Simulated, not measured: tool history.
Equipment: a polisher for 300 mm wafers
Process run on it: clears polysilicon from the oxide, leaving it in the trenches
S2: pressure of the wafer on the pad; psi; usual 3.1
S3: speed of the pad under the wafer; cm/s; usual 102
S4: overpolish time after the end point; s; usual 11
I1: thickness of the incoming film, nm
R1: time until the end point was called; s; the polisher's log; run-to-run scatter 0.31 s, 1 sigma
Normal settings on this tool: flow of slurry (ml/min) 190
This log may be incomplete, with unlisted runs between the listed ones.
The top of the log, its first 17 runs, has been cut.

At hour 230: worn pad replaced by a new one.
Run 18, hour 230.5: usual settings; I1 605.3. Result: R1 33.5 s.
Run 19, hour 241.7: usual settings but flow of slurry (ml/min) 160, S3 122 cm/s; I1 609.4. Result: R1 28.7 s.
At hour 251.1: head pressure recalibrated.
Run 20, hour 258.4: usual settings but flow of slurry (ml/min) 215, S2 3.7 psi, S3 84 cm/s, S4 17 s; I1 620. Result: R1 33.9 s.
Run 21, hour 266.8: usual settings; I1 611.1. Result: R1 33.5 s.
Run 22, hour 275.4: usual settings but flow of slurry (ml/min) 240, S2 3.6 psi, S3 112 cm/s, S4 5 s; I1 617.2. Result: R1 26.1 s.
Run 23, hour 284.7: usual settings; I1 615.6. Result: R1 34.3 s.
Run 24, hour 294.3: usual settings but flow of slurry (ml/min) 125, S2 3.5 psi, S3 86 cm/s, S4 7 s; I1 606. Result: R1 37.1 s.
Run 25, hour 310.8: usual settings; I1 612.5. Result: R1 32.9 s.
Run 26, hour 324.6: usual settings but flow of slurry (ml/min) 225, S3 138 cm/s; I1 608.4. Result: R1 24.5 s.
At hour 334.1: worn pad replaced by a new one.
Run 27, hour 334.6: usual settings but S2 2.2 psi; I1 605. Result: R1 47.8 s.
Run 28, hour 345: usual settings but flow of slurry (ml/min) 230; I1 610. Result: R1 32.8 s.
Run 29, hour 359.9: usual settings but flow of slurry (ml/min) 220; I1 624.2. Result: R1 34 s.
Run 30, hour 377.6: usual settings but flow of slurry (ml/min) 225, S3 134 cm/s, S4 15 s; I1 601.2. Result: R1 24.6 s.
Run 31, hour 395: usual settings; I1 612.9. Result: R1 33.4 s.
Run 32, hour 411: usual settings; I1 604.8. Result: R1 33.2 s.
At hour 426.6: worn pad replaced by a new one.
Run 33, hour 427: usual settings but S3 70 cm/s, S4 6 s; I1 616.8. Result: R1 49.6 s.
Run 34, hour 439.3: usual settings; I1 613.9. Result: R1 33.5 s.

Forecast each of these 5 alternatives for the next run:
Run A, hour 439.7: usual settings but S4 6 s; I1 616.7. Result: R1 ?.
Run B, hour 439.7: usual settings but flow of slurry (ml/min) 240, S2 4.2 psi; I1 616.7. Result: R1 ?.
Run C, hour 439.7: usual settings but flow of slurry (ml/min) 160, S3 74 cm/s, S4 16 s; I1 616.7. Result: R1 ?.
Run D, hour 439.7: usual settings but flow of slurry (ml/min) 170, S4 16 s; I1 616.7. Result: R1 ?.
Run E, hour 439.7: usual settings but flow of slurry (ml/min) 155; I1 616.7. Result: R1 ?.

run    R1
  A  33.7
  B  24.2
  C  47.4
  D  34.1
  E  34.5
Take away the tool's hidden state, keep each run's random variation, and the runs would have read:
run    R1
  A  33.7
  B  24.2
  C  47.4
  D  34.1
  E  34.5
